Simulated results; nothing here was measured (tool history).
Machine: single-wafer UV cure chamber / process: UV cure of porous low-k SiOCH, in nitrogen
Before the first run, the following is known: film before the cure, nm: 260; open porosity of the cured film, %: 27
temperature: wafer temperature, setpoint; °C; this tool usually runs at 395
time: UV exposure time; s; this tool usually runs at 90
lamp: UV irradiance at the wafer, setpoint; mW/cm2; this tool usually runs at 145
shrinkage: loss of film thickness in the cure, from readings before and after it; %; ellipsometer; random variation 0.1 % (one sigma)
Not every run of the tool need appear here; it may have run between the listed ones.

run,hour,temperature,time,lamp,wafers since the last listed run,hours since the UV bulbs were replaced,wafers since the quartz window was cleaned,shrinkage
1,0.0,395,90,145,0,1479.7,2944,10.763
2,25.2,407,90,161,223,1504.9,3167,11.178
3,91.8,407,90,161,590,1571.5,3758,10.754
# hour 118.6: quartz window cleaned
4,176.9,395,90,145,683,1656.6,517,11.331
5,377.1,395,65,145,1775,1856.8,2292,9.415
6,404.8,395,65,145,245,1884.5,2538,9.198
7,443.7,395,65,145,345,1923.4,2883,9.055
# hour 472.3: UV bulbs replaced
8,488.4,395,90,126,325,16.1,3209,9.797

Predict the results of run 9:
# hour 519.9: quartz window cleaned
9,536.8,395,70,157,358,64.5,149,?

shrinkage: 10.360 %
Without the tool's hidden state the same run would have given shrinkage 10.374 %.
